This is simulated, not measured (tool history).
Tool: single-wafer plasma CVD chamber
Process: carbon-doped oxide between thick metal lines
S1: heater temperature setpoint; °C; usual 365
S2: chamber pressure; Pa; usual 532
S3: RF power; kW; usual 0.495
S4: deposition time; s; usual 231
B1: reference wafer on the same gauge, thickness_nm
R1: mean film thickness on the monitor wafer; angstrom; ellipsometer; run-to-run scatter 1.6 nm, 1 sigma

| run | hour | S1 | S2 | S3 | S4 | B1 | R1 |
|---|---|---|---|---|---|---|---|
| 1 | 0 | 353 | 532 | 0.495 | 231 | 909.748 | 10767.56 |
| 2 | 38.6 | 365 | 532 | 0.495 | 231 | 909.965 | 10493.59 |
| 3 | 54.2 | 365 | 532 | 0.495 | 231 | 909.573 | 10489.59 |
| 4 | 64.1 | 365 | 532 | 0.495 | 231 | 910.132 | 10466.52 |
| 5 | 70.8 | 365 | 532 | 0.495 | 231 | 909.524 | 10483.07 |
| 6 | 81.6 | 365 | 532 | 0.495 | 231 | 910.156 | 10473.05 |
| 7 | 94.6 | 365 | 532 | 0.495 | 231 | 909.953 | 10489.66 |
|  | 147.6 | RF generator calibrated |
| 8 | 148.1 | 365 | 532 | 0.43 | 231 | 909.856 | 10233.15 |
|  | 163.1 | capacitance manometer re-zeroed and calibrated |
| 9 | 163.6 | 365 | 561 | 0.495 | 231 | 910.063 | 11014.87 |
|  | 177.8 | thermocouple changed; heater temperature recalibrated |
| 10 | 178.3 | 365 | 532 | 0.465 | 196 | 909.597 | 9002.48 |
|  | 179.7 | gauge calibrated |
| 11 | 185.4 | 365 | 532 | 0.465 | 196 | 909.921 | 9025.82 |
|  | 198.1 | showerhead replaced |
| 12 | 199.9 | 365 | 532 | 0.465 | 196 | 910.523 | 8974.87 |
| 13 | 208.9 | 365 | 532 | 0.495 | 243 | 910.296 | 11418.93 |
| 14 | 221.1 | 365 | 479 | 0.495 | 231 | 910.024 | 10639.23 |
| 15 | 228.2 | 374 | 532 | 0.495 | 197 | 909.794 | 9120.05 |
| 16 | 236.1 | 365 | 532 | 0.495 | 262 | 910.085 | 12312.31 |
| 17 | 250.6 | 365 | 532 | 0.545 | 247 | 909.977 | 12091.65 |
| 18 | 261.4 | 365 | 573 | 0.435 | 231 | 910.203 | 10414.49 |
| 19 | 274.7 | 359 | 532 | 0.495 | 231 | 910.271 | 10971.43 |
| 20 | 281.2 | 365 | 532 | 0.495 | 231 | 909.82 | 10866.07 |
| 21 | 291.1 | 353 | 448 | 0.465 | 191 | 910.498 | 8632.89 |
| 22 | 300.9 | 365 | 532 | 0.495 | 231 | 909.641 | 10843.87 |
| 23 | 315.3 | 365 | 532 | 0.495 | 275 | 910.088 | 12890.09 |
| 24 | 327.3 | 365 | 532 | 0.495 | 231 | 910.316 | 10835.94 |
| 25 | 342.9 | 365 | 631 | 0.495 | 245 | 910.39 | 11870.64 |
| 26 | 356.7 | 350 | 532 | 0.495 | 231 | 910.018 | 11152.31 |
| 27 | 364 | 365 | 532 | 0.495 | 231 | 909.874 | 10801.02 |
| 28 | 370.1 | 358 | 491 | 0.41 | 186 | 910.029 | 7963.19 |
| 29 | 379 | 365 | 451 | 0.53 | 231 | 909.736 | 10787.15 |

Selected run-to-run steps in R1, each split into two signed amounts: the part the tool would show with no hidden state at all (from settings, incoming material and random variation), and the remainder, which goes to the hidden state together with any gauge scatter not common to the measured and the hidden-state-free results:
Hidden conditions of the tool in this case: wafer temperature above the value expected at the setpoint (K); delivered RF power above the setpoint (%); true pressure above the setpoint (%); gauge reads high (%).
Run 7 -> 8: S3 0.495 -> 0.43, RF generator calibrated. R1 -256.51 angstrom: hidden state +421.46, all else -677.97.
Run 15 -> 16: S1 374 -> 365, S4 197 -> 262. R1 +3192.26 angstrom: hidden state -24.97, all else +3217.23.
Run 22 -> 23: S4 231 -> 275. R1 +2046.22 angstrom: hidden state -27.35, all else +2073.57.
Run 27 -> 28: S1 365 -> 358, S2 532 -> 491, S3 0.495 -> 0.41, S4 231 -> 186. R1 -2837.83 angstrom: hidden state +16.65, all else -2854.48.
